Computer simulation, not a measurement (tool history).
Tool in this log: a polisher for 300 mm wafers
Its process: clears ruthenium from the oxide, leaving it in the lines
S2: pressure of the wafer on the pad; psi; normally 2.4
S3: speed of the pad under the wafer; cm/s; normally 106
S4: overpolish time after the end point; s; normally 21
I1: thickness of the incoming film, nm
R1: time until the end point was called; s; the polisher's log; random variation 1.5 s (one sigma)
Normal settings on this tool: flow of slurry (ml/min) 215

run 1 day=0 | flow_of_slurry_(ml/min)=215 S2=2.4 S3=106 S4=21 | I1=187.9 | R1=167.7
run 2 day=1.321 | flow_of_slurry_(ml/min)=215 S2=2.4 S3=106 S4=21 | I1=187.6 | R1=165.2
run 3 day=2.146 | flow_of_slurry_(ml/min)=215 S2=2.4 S3=106 S4=21 | I1=185.5 | R1=163.4
run 4 day=2.658 | flow_of_slurry_(ml/min)=215 S2=2.4 S3=106 S4=21 | I1=185 | R1=161.1
-- day=3.262 worn pad replaced by a new one
run 5 day=3.646 | flow_of_slurry_(ml/min)=215 S2=2.4 S3=106 S4=21 | I1=185.7 | R1=163.3
run 6 day=4.242 | flow_of_slurry_(ml/min)=215 S2=2.4 S3=106 S4=21 | I1=184.9 | R1=161.9
run 7 day=5.692 | flow_of_slurry_(ml/min)=215 S2=2.4 S3=106 S4=21 | I1=186.3 | R1=159
run 8 day=7.129 | flow_of_slurry_(ml/min)=215 S2=2.4 S3=106 S4=21 | I1=182 | R1=154.7
run 9 day=7.788 | flow_of_slurry_(ml/min)=215 S2=2.4 S3=106 S4=21 | I1=185.8 | R1=158.4
run 10 day=8.808 | flow_of_slurry_(ml/min)=215 S2=2.4 S3=106 S4=21 | I1=185.8 | R1=159.7
run 11 day=10.196 | flow_of_slurry_(ml/min)=215 S2=2.4 S3=106 S4=21 | I1=183.4 | R1=156.7
-- day=10.517 slurry nozzle cleaned
-- day=10.862 worn pad replaced by a new one
run 12 day=11.504 | flow_of_slurry_(ml/min)=250 S2=2.4 S3=106 S4=18 | I1=184.9 | R1=146
run 13 day=12.929 | flow_of_slurry_(ml/min)=250 S2=2.4 S3=106 S4=18 | I1=184.9 | R1=148.4
-- day=13.112 head pressure recalibrated
run 14 day=14.154 | flow_of_slurry_(ml/min)=265 S2=2.4 S3=106 S4=21 | I1=187.4 | R1=162.5
run 15 day=15.392 | flow_of_slurry_(ml/min)=255 S2=2.4 S3=106 S4=21 | I1=186 | R1=165.9
run 16 day=16.879 | flow_of_slurry_(ml/min)=215 S2=2.4 S3=106 S4=21 | I1=187.8 | R1=164.3
-- day=17.846 worn pad replaced by a new one
run 17 day=18.171 | flow_of_slurry_(ml/min)=215 S2=2.4 S3=106 S4=21 | I1=185.8 | R1=163.2
run 18 day=18.879 | flow_of_slurry_(ml/min)=215 S2=2.9 S3=124 S4=10 | I1=186.4 | R1=115.5
run 19 day=19.671 | flow_of_slurry_(ml/min)=215 S2=2.4 S3=78 S4=16 | I1=184.7 | R1=221.4
run 20 day=20.317 | flow_of_slurry_(ml/min)=215 S2=2.4 S3=106 S4=21 | I1=184.6 | R1=162.1
run 21 day=21.138 | flow_of_slurry_(ml/min)=250 S2=1.9 S3=106 S4=14 | I1=184.2 | R1=202.1
run 22 day=22.008 | flow_of_slurry_(ml/min)=215 S2=2.4 S3=106 S4=21 | I1=186.8 | R1=164.3
run 23 day=22.658 | flow_of_slurry_(ml/min)=215 S2=2.7 S3=80 S4=21 | I1=186.4 | R1=190.4
run 24 day=23.188 | flow_of_slurry_(ml/min)=165 S2=2.4 S3=106 S4=27 | I1=182.2 | R1=161.3
run 25 day=24.596 | flow_of_slurry_(ml/min)=215 S2=2.4 S3=106 S4=21 | I1=185.3 | R1=160.8
-- day=25.833 worn pad replaced by a new one
run 26 day=26.083 | flow_of_slurry_(ml/min)=215 S2=2.7 S3=106 S4=31 | I1=182.8 | R1=140.3
run 27 day=27.279 | flow_of_slurry_(ml/min)=215 S2=2.4 S3=106 S4=17 | I1=184.8 | R1=158.6
run 28 day=28.038 | flow_of_slurry_(ml/min)=175 S2=2.7 S3=106 S4=21 | I1=183.5 | R1=143.5
run 29 day=29.275 | flow_of_slurry_(ml/min)=145 S2=2.1 S3=116 S4=28 | I1=185 | R1=169.7
run 30 day=30.408 | flow_of_slurry_(ml/min)=215 S2=2.1 S3=118 S4=25 | I1=186.2 | R1=160.9

3 options for the next run, each taken on its own from the tool as it stands now. Forecast them:
run A day=30.429 | flow_of_slurry_(ml/min)=215 S2=2.4 S3=122 S4=21 | I1=182.7 | R1=?
run B day=30.429 | flow_of_slurry_(ml/min)=145 S2=2.4 S3=106 S4=9 | I1=182.7 | R1=?
run C day=30.429 | flow_of_slurry_(ml/min)=215 S2=2.4 S3=106 S4=31 | I1=182.7 | R1=?

run=A R1=133.2
run=B R1=158.9
run=C R1=153.3
What these runs would have given with no unlogged condition in the tool:
run=A R1=139.1
run=B R1=164.9
run=C R1=160.1
